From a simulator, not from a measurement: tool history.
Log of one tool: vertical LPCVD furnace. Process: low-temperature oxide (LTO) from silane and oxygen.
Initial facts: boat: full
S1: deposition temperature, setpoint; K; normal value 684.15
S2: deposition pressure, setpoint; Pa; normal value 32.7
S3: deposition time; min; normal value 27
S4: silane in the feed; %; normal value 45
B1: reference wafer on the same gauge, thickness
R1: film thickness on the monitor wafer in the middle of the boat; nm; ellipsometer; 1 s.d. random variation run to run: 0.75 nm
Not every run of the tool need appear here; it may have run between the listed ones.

run 1 hour=0 | S1=684.15 S2=32.7 S3=27 S4=45 | B1=335.85 | R1=344.3
run 2 hour=85.7 | S1=684.15 S2=32.7 S3=27 S4=45 | B1=335.85 | R1=342.8
run 3 hour=184.3 | S1=684.15 S2=32.7 S3=27 S4=45 | B1=336.19 | R1=342.4
run 4 hour=252 | S1=684.15 S2=32.7 S3=27 S4=45 | B1=335.97 | R1=344.27
run 5 hour=343.4 | S1=684.15 S2=32.7 S3=27 S4=50 | B1=336.07 | R1=375.02
run 6 hour=380.1 | S1=684.15 S2=32.7 S3=27 S4=50 | B1=336 | R1=379.12
-- hour=449.6 silane flow controller replaced
run 7 hour=467.8 | S1=684.15 S2=32.7 S3=27 S4=45 | B1=336.12 | R1=342.3
run 8 hour=514.5 | S1=684.15 S2=36 S3=27 S4=45 | B1=336.01 | R1=377.79
run 9 hour=563.9 | S1=684.15 S2=40 S3=27 S4=36 | B1=336.05 | R1=326.51
-- hour=623.2 thermocouples replaced and temperature profile calibrated
run 10 hour=623.7 | S1=684.15 S2=32.7 S3=27 S4=45 | B1=336.07 | R1=338.84
run 11 hour=694.3 | S1=680.15 S2=27.3 S3=27 S4=45 | B1=336.28 | R1=271.94
run 12 hour=741.5 | S1=684.15 S2=40 S3=17.5 S4=45 | B1=336.02 | R1=269.95
run 13 hour=796.1 | S1=684.15 S2=32.7 S3=35 S4=45 | B1=335.93 | R1=441.05
run 14 hour=854 | S1=684.15 S2=25.3 S3=27 S4=45 | B1=335.99 | R1=263.89
run 15 hour=941 | S1=684.15 S2=32.7 S3=23.5 S4=45 | B1=335.89 | R1=295.71
run 16 hour=1027.9 | S1=684.15 S2=28.7 S3=16.5 S4=48 | B1=336.02 | R1=193.35
run 17 hour=1122.3 | S1=692.15 S2=25.3 S3=32 S4=42 | B1=335.95 | R1=315.04
run 18 hour=1159.8 | S1=673.15 S2=32.7 S3=20 S4=45 | B1=335.89 | R1=224.78
run 19 hour=1206.1 | S1=684.15 S2=32.7 S3=34 S4=39 | B1=335.66 | R1=366.92
run 20 hour=1300.9 | S1=675.15 S2=32.7 S3=27 S4=45 | B1=335.88 | R1=308.91
run 21 hour=1397 | S1=684.15 S2=32.7 S3=35.5 S4=45 | B1=335.85 | R1=448.72
run 22 hour=1494.7 | S1=688.15 S2=36 S3=35 S4=39 | B1=336.24 | R1=435.32
run 23 hour=1578.8 | S1=684.15 S2=32.7 S3=27 S4=45 | B1=336.18 | R1=340.59
run 24 hour=1677.1 | S1=684.15 S2=32.7 S3=27 S4=40 | B1=335.98 | R1=299.96
run 25 hour=1759.7 | S1=689.15 S2=30 S3=27 S4=45 | B1=335.99 | R1=328.74
run 26 hour=1841.8 | S1=684.15 S2=32.7 S3=27 S4=45 | B1=336.13 | R1=340.64
run 27 hour=1930.8 | S1=676.15 S2=27.3 S3=27 S4=47 | B1=336.06 | R1=274
run 28 hour=1977.6 | S1=684.15 S2=32.7 S3=27 S4=45 | B1=335.99 | R1=340.42
run 29 hour=2064.7 | S1=684.15 S2=32.7 S3=27 S4=45 | B1=336.07 | R1=339.18
run 30 hour=2101.4 | S1=684.15 S2=32.7 S3=18 S4=45 | B1=335.74 | R1=227.07

5 options for the next run, each taken on its own from the tool as it stands now. Forecast them:
run A hour=2105.9 | S1=684.15 S2=32.7 S3=30 S4=45 | B1=? | R1=?
run B hour=2105.9 | S1=673.15 S2=36 S3=19 S4=50 | B1=? | R1=?
run C hour=2105.9 | S1=684.15 S2=25.3 S3=23 S4=45 | B1=? | R1=?
run D hour=2105.9 | S1=693.15 S2=40 S3=27 S4=45 | B1=? | R1=?
run E hour=2105.9 | S1=684.15 S2=37.3 S3=27 S4=45 | B1=? | R1=?

run=A B1=335.74 R1=378.72
run=B B1=335.74 R1=260.06
run=C B1=335.74 R1=225.17
run=D B1=335.74 R1=456.49
run=E B1=335.74 R1=389.54
Take away the tool's hidden state, keep each run's random variation, and the runs would have read:
run=A R1=376.94
run=B R1=258.83
run=C R1=224.11
run=D R1=454.41
run=E R1=387.71
